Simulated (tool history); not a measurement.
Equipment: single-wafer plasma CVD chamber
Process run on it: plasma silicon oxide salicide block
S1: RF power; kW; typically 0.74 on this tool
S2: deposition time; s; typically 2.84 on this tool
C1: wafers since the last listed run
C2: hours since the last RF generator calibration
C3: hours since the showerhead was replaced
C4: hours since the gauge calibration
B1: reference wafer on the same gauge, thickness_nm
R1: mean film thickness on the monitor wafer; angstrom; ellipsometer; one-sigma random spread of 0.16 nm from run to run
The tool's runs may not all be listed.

run 1 hour=0 | S1=0.74 S2=2.84 | C1=0 C2=444.5 C3=8424 C4=468.4 | B1=26.689 | R1=308.66
run 2 hour=30.3 | S1=0.74 S2=2.84 | C1=532 C2=474.8 C3=8454.3 C4=498.7 | B1=26.679 | R1=305.45
run 3 hour=59.5 | S1=0.78 S2=2.53 | C1=512 C2=504 C3=8483.5 C4=527.9 | B1=26.704 | R1=275.81
run 4 hour=75.1 | S1=0.78 S2=2.53 | C1=273 C2=519.6 C3=8499.1 C4=543.5 | B1=26.68 | R1=276.11
run 5 hour=111.1 | S1=0.69 S2=2.61 | C1=632 C2=555.6 C3=8535.1 C4=579.5 | B1=26.737 | R1=275.15
run 6 hour=129.6 | S1=0.69 S2=2.61 | C1=324 C2=574.1 C3=8553.6 C4=598 | B1=26.697 | R1=276.48
run 7 hour=224.3 | S1=0.69 S2=2.61 | C1=1663 C2=668.8 C3=8648.3 C4=692.7 | B1=26.807 | R1=277.72
run 8 hour=253.4 | S1=0.74 S2=2.84 | C1=511 C2=697.9 C3=8677.4 C4=721.8 | B1=26.796 | R1=304.76
run 9 hour=267 | S1=0.65 S2=2.46 | C1=238 C2=711.5 C3=8691 C4=735.4 | B1=26.82 | R1=255.92
run 10 hour=296.3 | S1=0.65 S2=2.46 | C1=514 C2=740.8 C3=8720.3 C4=764.7 | B1=26.767 | R1=256.16
run 11 hour=352.5 | S1=0.65 S2=2.46 | C1=987 C2=797 C3=8776.5 C4=820.9 | B1=26.841 | R1=254.66
run 12 hour=365 | S1=0.68 S2=2.63 | C1=219 C2=809.5 C3=8789 C4=833.4 | B1=26.835 | R1=276.99
run 13 hour=452.3 | S1=0.68 S2=2.63 | C1=1533 C2=896.8 C3=8876.3 C4=920.7 | B1=26.836 | R1=279.2
run 14 hour=468.2 | S1=0.74 S2=2.84 | C1=279 C2=912.7 C3=8892.2 C4=936.6 | B1=26.867 | R1=304.92
run 15 hour=503 | S1=0.74 S2=2.84 | C1=611 C2=947.5 C3=8927 C4=971.4 | B1=26.876 | R1=307
-- hour=512.1 gauge calibrated
run 16 hour=518.8 | S1=0.74 S2=2.84 | C1=277 C2=963.3 C3=8942.8 C4=6.7 | B1=26.057 | R1=297.09
run 17 hour=534.8 | S1=0.74 S2=2.84 | C1=280 C2=979.3 C3=8958.8 C4=22.7 | B1=26.115 | R1=296.92
-- hour=551.5 showerhead replaced
run 18 hour=567.3 | S1=0.74 S2=2.59 | C1=430 C2=1011.8 C3=15.8 C4=55.2 | B1=26.149 | R1=271.75
-- hour=604.7 RF generator calibrated
run 19 hour=605.2 | S1=0.815 S2=3.31 | C1=525 C2=0.5 C3=53.7 C4=93.1 | B1=26.273 | R1=356.79
run 20 hour=619.2 | S1=0.74 S2=2.84 | C1=245 C2=14.5 C3=67.7 C4=107.1 | B1=26.318 | R1=301.05
run 21 hour=678.4 | S1=0.645 S2=2.52 | C1=1039 C2=73.7 C3=126.9 C4=166.3 | B1=26.392 | R1=259.16
run 22 hour=703.8 | S1=0.685 S2=2.84 | C1=446 C2=99.1 C3=152.3 C4=191.7 | B1=26.524 | R1=295.15
run 23 hour=748.1 | S1=0.875 S2=2.57 | C1=778 C2=143.4 C3=196.6 C4=236 | B1=26.519 | R1=284.56
run 24 hour=771.9 | S1=0.74 S2=2.84 | C1=417 C2=167.2 C3=220.4 C4=259.8 | B1=26.576 | R1=302.69
run 25 hour=805.7 | S1=0.78 S2=3.37 | C1=593 C2=201 C3=254.2 C4=293.6 | B1=26.666 | R1=367.15
run 26 hour=835.3 | S1=0.655 S2=2.84 | C1=519 C2=230.6 C3=283.8 C4=323.2 | B1=26.598 | R1=293.04
run 27 hour=859.6 | S1=0.74 S2=3.18 | C1=426 C2=254.9 C3=308.1 C4=347.5 | B1=26.713 | R1=340.96
run 28 hour=890 | S1=0.74 S2=2.84 | C1=533 C2=285.3 C3=338.5 C4=377.9 | B1=26.698 | R1=305.97
run 29 hour=925.9 | S1=0.74 S2=2.84 | C1=630 C2=321.2 C3=374.4 C4=413.8 | B1=26.769 | R1=305.51
run 30 hour=944.8 | S1=0.74 S2=2.46 | C1=331 C2=340.1 C3=393.3 C4=432.7 | B1=26.737 | R1=268.53
run 31 hour=962.6 | S1=0.74 S2=2.84 | C1=312 C2=357.9 C3=411.1 C4=450.5 | B1=26.813 | R1=307.93
run 32 hour=997.8 | S1=0.855 S2=3.14 | C1=618 C2=393.1 C3=446.3 C4=485.7 | B1=26.815 | R1=354.48
run 33 hour=1016.5 | S1=0.785 S2=2.84 | C1=328 C2=411.8 C3=465 C4=504.4 | B1=26.879 | R1=311.12
run 34 hour=1052 | S1=0.875 S2=2.84 | C1=623 C2=447.3 C3=500.5 C4=539.9 | B1=26.792 | R1=321.82
run 35 hour=1074.7 | S1=0.69 S2=2.61 | C1=398 C2=470 C3=523.2 C4=562.6 | B1=26.878 | R1=279.25
run 36 hour=1091.2 | S1=0.78 S2=2.53 | C1=289 C2=486.5 C3=539.7 C4=579.1 | B1=26.826 | R1=276.49
run 37 hour=1119.2 | S1=0.86 S2=2.38 | C1=491 C2=514.5 C3=567.7 C4=607.1 | B1=26.841 | R1=267.74

Alternative continuations, all from the tool just after run 37; predict every row:
run A hour=1119.6 | S1=0.74 S2=2.84 | C1=7 C2=514.9 C3=568.1 C4=607.5 | B1=? | R1=?
run B hour=1119.6 | S1=0.805 S2=2.28 | C1=7 C2=514.9 C3=568.1 C4=607.5 | B1=? | R1=?
run C hour=1119.6 | S1=0.74 S2=3.39 | C1=7 C2=514.9 C3=568.1 C4=607.5 | B1=? | R1=?
run D hour=1119.6 | S1=0.625 S2=2.41 | C1=7 C2=514.9 C3=568.1 C4=607.5 | B1=? | R1=?

run=A B1=26.883 R1=305.9
run=B B1=26.883 R1=251.19
run=C B1=26.883 R1=365.15
run=D B1=26.883 R1=248.26
Had the tool no hidden state, the same runs would have come out as:
run=A R1=294.71
run=B R1=241.99
run=C R1=351.78
run=D R1=239.17
